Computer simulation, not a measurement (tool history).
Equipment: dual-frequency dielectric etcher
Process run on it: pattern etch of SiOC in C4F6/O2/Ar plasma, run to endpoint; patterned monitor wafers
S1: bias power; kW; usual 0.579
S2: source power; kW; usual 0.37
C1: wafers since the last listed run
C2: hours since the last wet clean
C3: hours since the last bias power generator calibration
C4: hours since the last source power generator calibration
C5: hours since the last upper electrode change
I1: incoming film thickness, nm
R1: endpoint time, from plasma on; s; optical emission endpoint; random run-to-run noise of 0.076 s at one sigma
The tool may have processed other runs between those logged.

Run 1, hour 0: usual settings; C1 0; C2 491.2; C3 4883; C4 3050.9; C5 3312.5; I1 36.48. Result: R1 11.6 s.
At hour 18.1: wet clean of the chamber.
Run 2, hour 35.8: usual settings; C1 159; C2 17.7; C3 4918.8; C4 3086.7; C5 3348.3; I1 36.16. Result: R1 11 s.
Run 3, hour 53.9: usual settings but S2 0.31 kW; C1 162; C2 35.8; C3 4936.9; C4 3104.8; C5 3366.4; I1 36.39. Result: R1 12.1 s.
Run 4, hour 99.3: usual settings but S2 0.31 kW; C1 407; C2 81.2; C3 4982.3; C4 3150.2; C5 3411.8; I1 36.75. Result: R1 12.2 s.
Run 5, hour 112.7: usual settings; C1 120; C2 94.6; C3 4995.7; C4 3163.6; C5 3425.2; I1 36.43. Result: R1 11.1 s.
Run 6, hour 141.8: usual settings; C1 261; C2 123.7; C3 5024.8; C4 3192.7; C5 3454.3; I1 36.18. Result: R1 11.1 s.
Run 7, hour 243.1: usual settings; C1 909; C2 225; C3 5126.1; C4 3294; C5 3555.6; I1 36.27. Result: R1 11.3 s.
At hour 335.6: upper electrode replaced.
Run 8, hour 336.1: usual settings but S1 0.691 kW; C1 619; C2 318; C3 5219.1; C4 3387; C5 0.5; I1 36.7. Result: R1 10.7 s.
Run 9, hour 392.3: usual settings but S1 0.691 kW; C1 504; C2 374.2; C3 5275.3; C4 3443.2; C5 56.7; I1 36.27. Result: R1 10.6 s.
At hour 398.6: source power generator calibrated.
Run 10, hour 421.4: usual settings but S1 0.691 kW; C1 225; C2 403.3; C3 5304.4; C4 22.8; C5 85.8; I1 36.29. Result: R1 10.6 s.
Run 11, hour 452.5: usual settings; C1 279; C2 434.4; C3 5335.5; C4 53.9; C5 116.9; I1 36.26. Result: R1 11.5 s.
Run 12, hour 471.2: usual settings but S1 0.688 kW; C1 167; C2 453.1; C3 5354.2; C4 72.6; C5 135.6; I1 36.51. Result: R1 10.8 s.
At hour 511.8: wet clean of the chamber.
Run 13, hour 512.3: usual settings; C1 153; C2 0.5; C3 5395.3; C4 113.7; C5 176.7; I1 36.41. Result: R1 10.9 s.
Run 14, hour 512.6: usual settings but S1 0.663 kW; C1 2; C2 0.8; C3 5395.6; C4 114; C5 177; I1 35.91. Result: R1 10.3 s.
Run 15, hour 534.5: usual settings; C1 196; C2 22.7; C3 5417.5; C4 135.9; C5 198.9; I1 36.49. Result: R1 11.2 s.
At hour 557.4: bias power generator calibrated.
Run 16, hour 611.6: usual settings but S1 0.504 kW; C1 656; C2 99.8; C3 54.2; C4 213; C5 276; I1 36.18. Result: R1 11.6 s.
Run 17, hour 634.8: usual settings; C1 208; C2 123; C3 77.4; C4 236.2; C5 299.2; I1 36.51. Result: R1 11.3 s.
Run 18, hour 669.2: usual settings; C1 308; C2 157.4; C3 111.8; C4 270.6; C5 333.6; I1 36.16. Result: R1 11.3 s.
Run 19, hour 704.1: usual settings but S1 0.537 kW, S2 0.32 kW; C1 313; C2 192.3; C3 146.7; C4 305.5; C5 368.5; I1 36.39. Result: R1 12.6 s.
Run 20, hour 719.8: usual settings but S1 0.699 kW; C1 140; C2 208; C3 162.4; C4 321.2; C5 384.2; I1 36.13. Result: R1 10.4 s.
Run 21, hour 748.8: usual settings but S1 0.687 kW; C1 260; C2 237; C3 191.4; C4 350.2; C5 413.2; I1 36.38. Result: R1 10.6 s.
Run 22, hour 783: usual settings; C1 307; C2 271.2; C3 225.6; C4 384.4; C5 447.4; I1 36.34. Result: R1 11.3 s.
Run 23, hour 796.4: usual settings but S2 0.32 kW; C1 120; C2 284.6; C3 239; C4 397.8; C5 460.8; I1 36.17. Result: R1 12.1 s.
Run 24, hour 889.1: usual settings but S1 0.627 kW, S2 0.4 kW; C1 832; C2 377.3; C3 331.7; C4 490.5; C5 553.5; I1 36.62. Result: R1 10.8 s.
Run 25, hour 921.4: usual settings but S1 0.48 kW, S2 0.46 kW; C1 289; C2 409.6; C3 364; C4 522.8; C5 585.8; I1 36.36. Result: R1 11.2 s.
At hour 954.6: wet clean of the chamber.
Run 26, hour 955.1: usual settings but S2 0.44 kW; C1 87; C2 0.5; C3 397.7; C4 556.5; C5 619.5; I1 36.4. Result: R1 10.2 s.
Run 27, hour 973.1: usual settings but S1 0.491 kW, S2 0.44 kW; C1 161; C2 18.5; C3 415.7; C4 574.5; C5 637.5; I1 36.33. Result: R1 10.9 s.
Run 28, hour 994: usual settings but S1 0.439 kW, S2 0.29 kW; C1 187; C2 39.4; C3 436.6; C4 595.4; C5 658.4; I1 36.47. Result: R1 14.2 s.
Run 29, hour 1045.9: usual settings but S1 0.451 kW, S2 0.43 kW; C1 465; C2 91.3; C3 488.5; C4 647.3; C5 710.3; I1 36.25. Result: R1 11.5 s.

Below are 5 alternative next runs, each starting from the tool's condition after run 29. Predict each:
Run A, hour 1046.3: usual settings; C1 3; C2 91.7; C3 488.9; C4 647.7; C5 710.7; I1 36.17. Result: R1 ?.
Run B, hour 1046.3: usual settings but S2 0.33 kW; C1 3; C2 91.7; C3 488.9; C4 647.7; C5 710.7; I1 36.17. Result: R1 ?.
Run C, hour 1046.3: usual settings but S1 0.711 kW; C1 3; C2 91.7; C3 488.9; C4 647.7; C5 710.7; I1 36.17. Result: R1 ?.
Run D, hour 1046.3: usual settings but S1 0.436 kW, S2 0.29 kW; C1 3; C2 91.7; C3 488.9; C4 647.7; C5 710.7; I1 36.17. Result: R1 ?.
Run E, hour 1046.3: usual settings but S1 0.527 kW, S2 0.42 kW; C1 3; C2 91.7; C3 488.9; C4 647.7; C5 710.7; I1 36.17. Result: R1 ?.

run    R1
  A  11.1
  B  11.8
  C  10.2
  D  14.2
  E  10.9
Without the tool's hidden state the same runs would have given:
run    R1
  A    11
  B  11.7
  C  10.1
  D  14.1
  E  10.8
